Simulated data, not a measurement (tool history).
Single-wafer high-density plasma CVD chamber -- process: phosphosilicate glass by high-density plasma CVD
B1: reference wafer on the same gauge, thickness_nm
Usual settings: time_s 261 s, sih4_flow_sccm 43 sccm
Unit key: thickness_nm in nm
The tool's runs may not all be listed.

Run 1, hour 0: usual settings; B1 1289.607. Result: thickness_nm 1143.227 nm.
Run 2, hour 18.3: usual settings; B1 1289.721. Result: thickness_nm 1137.238 nm.
Run 3, hour 43.2: usual settings; B1 1289.688. Result: thickness_nm 1141.075 nm.
Run 4, hour 60.4: usual settings but time_s 243 s, sih4_flow_sccm 40 sccm; B1 1289.371. Result: thickness_nm 1000.618 nm.
Run 5, hour 72.5: usual settings but time_s 243 s, sih4_flow_sccm 40 sccm; B1 1290.024. Result: thickness_nm 999.222 nm.
Run 6, hour 105.2: usual settings but time_s 243 s, sih4_flow_sccm 40 sccm; B1 1289.892. Result: thickness_nm 1002.111 nm.
Run 7, hour 204: usual settings; B1 1289.348. Result: thickness_nm 1144.384 nm.
Run 8, hour 218.4: usual settings; B1 1290.307. Result: thickness_nm 1143.948 nm.
Run 9, hour 252.4: usual settings but sih4_flow_sccm 38 sccm; B1 1290.019. Result: thickness_nm 1034.513 nm.
Run 10, hour 279.7: usual settings but sih4_flow_sccm 38 sccm; B1 1289.631. Result: thickness_nm 1036.815 nm.
Run 11, hour 292.5: usual settings; B1 1289.742. Result: thickness_nm 1139.914 nm.
Run 12, hour 311.6: usual settings; B1 1289.756. Result: thickness_nm 1140.729 nm.
Run 13, hour 336.9: usual settings; B1 1289.715. Result: thickness_nm 1153.474 nm.
At hour 378.8: silane flow controller replaced.
At hour 403.5: gauge calibrated.
Run 14, hour 434.5: usual settings but sih4_flow_sccm 47 sccm; B1 1289.839. Result: thickness_nm 1181.058 nm.
Run 15, hour 467.1: usual settings but sih4_flow_sccm 47 sccm; B1 1289.865. Result: thickness_nm 1190.05 nm.
Run 16, hour 489.1: usual settings; B1 1290.203. Result: thickness_nm 1094.695 nm.
Run 17, hour 506.2: usual settings; B1 1290.055. Result: thickness_nm 1100.026 nm.
Run 18, hour 535.8: usual settings; B1 1289.772. Result: thickness_nm 1102.672 nm.
Run 19, hour 571.8: usual settings; B1 1289.706. Result: thickness_nm 1101.007 nm.
Run 20, hour 590.9: usual settings but sih4_flow_sccm 37 sccm; B1 1289.912. Result: thickness_nm 975.819 nm.
Run 21, hour 621: usual settings; B1 1290.002. Result: thickness_nm 1106.077 nm.
Run 22, hour 643.9: usual settings but time_s 302 s, sih4_flow_sccm 47 sccm; B1 1290.177. Result: thickness_nm 1381.988 nm.
Run 23, hour 656.5: usual settings but time_s 294 s; B1 1289.66. Result: thickness_nm 1246.021 nm.
Run 24, hour 689.7: usual settings; B1 1290.152. Result: thickness_nm 1101.02 nm.
Run 25, hour 721.3: usual settings but time_s 219 s, sih4_flow_sccm 51 sccm; B1 1290.153. Result: thickness_nm 1077.408 nm.
Run 26, hour 748.8: usual settings but time_s 242 s, sih4_flow_sccm 45 sccm; B1 1290.165. Result: thickness_nm 1060.425 nm.
Run 27, hour 765: usual settings; B1 1290.036. Result: thickness_nm 1109.203 nm.
Run 28, hour 792.6: usual settings but time_s 229 s, sih4_flow_sccm 38 sccm; B1 1289.859. Result: thickness_nm 880.131 nm.
Run 29, hour 818.4: usual settings; B1 1289.645. Result: thickness_nm 1101.692 nm.
Run 30, hour 838.3: usual settings; B1 1289.567. Result: thickness_nm 1103.954 nm.
Run 31, hour 850.8: usual settings but time_s 309 s, sih4_flow_sccm 36 sccm; B1 1290.117. Result: thickness_nm 1137.484 nm.
Run 32, hour 936.3: usual settings but time_s 279 s, sih4_flow_sccm 36 sccm; B1 1290.328. Result: thickness_nm 1033.706 nm.
Run 33, hour 972.8: usual settings but time_s 281 s, sih4_flow_sccm 49 sccm; B1 1290.345. Result: thickness_nm 1334.189 nm.
Run 34, hour 1002.7: usual settings but time_s 209 s, sih4_flow_sccm 40 sccm; B1 1289.91. Result: thickness_nm 840.728 nm.
Run 35, hour 1018.4: usual settings but time_s 280 s; B1 1290.172. Result: thickness_nm 1192.688 nm.
Run 36, hour 1054.3: usual settings but time_s 300 s, sih4_flow_sccm 51 sccm; B1 1290.04. Result: thickness_nm 1476.247 nm.
Run 37, hour 1089.9: usual settings but time_s 278 s, sih4_flow_sccm 35 sccm; B1 1290.471. Result: thickness_nm 1014.554 nm.
Run 38, hour 1104.7: usual settings but time_s 294 s; B1 1290.118. Result: thickness_nm 1254.765 nm.
Run 39, hour 1117.4: usual settings but time_s 218 s, sih4_flow_sccm 50 sccm; B1 1290.259. Result: thickness_nm 1053.461 nm.

Measured less the same run without the tool's hidden state. The same run-to-run variation is in both; the gauge's scatter may not be:
Hidden state present: delivered silane flow above the setpoint (%); gauge reads high (%).
run  thickness_nm
  1       +38.035
  2       +38.282
  3        +39.02
  4       +34.585
  5       +34.796
  6       +35.596
  7       +43.058
  8       +43.392
  9       +39.987
 10       +40.677
 11        +45.03
 12       +45.524
 13       +46.649
 14        -1.314
 15        -0.433
 16        +0.155
 17        +0.587
 18        +1.337
 19        +2.241
 20        +2.412
 21        +3.494
 22        +5.086
 23        +4.944
 24          +5.2
 25        +5.862
 26        +6.431
 27        +7.134
 28        +6.211
 29        +8.417
 30        +8.931
 31        +9.523
 32       +10.645
 33       +14.832
 34        +9.911
 35       +14.479
 36       +19.106
 37       +13.938
 38       +17.652
 39       +15.119
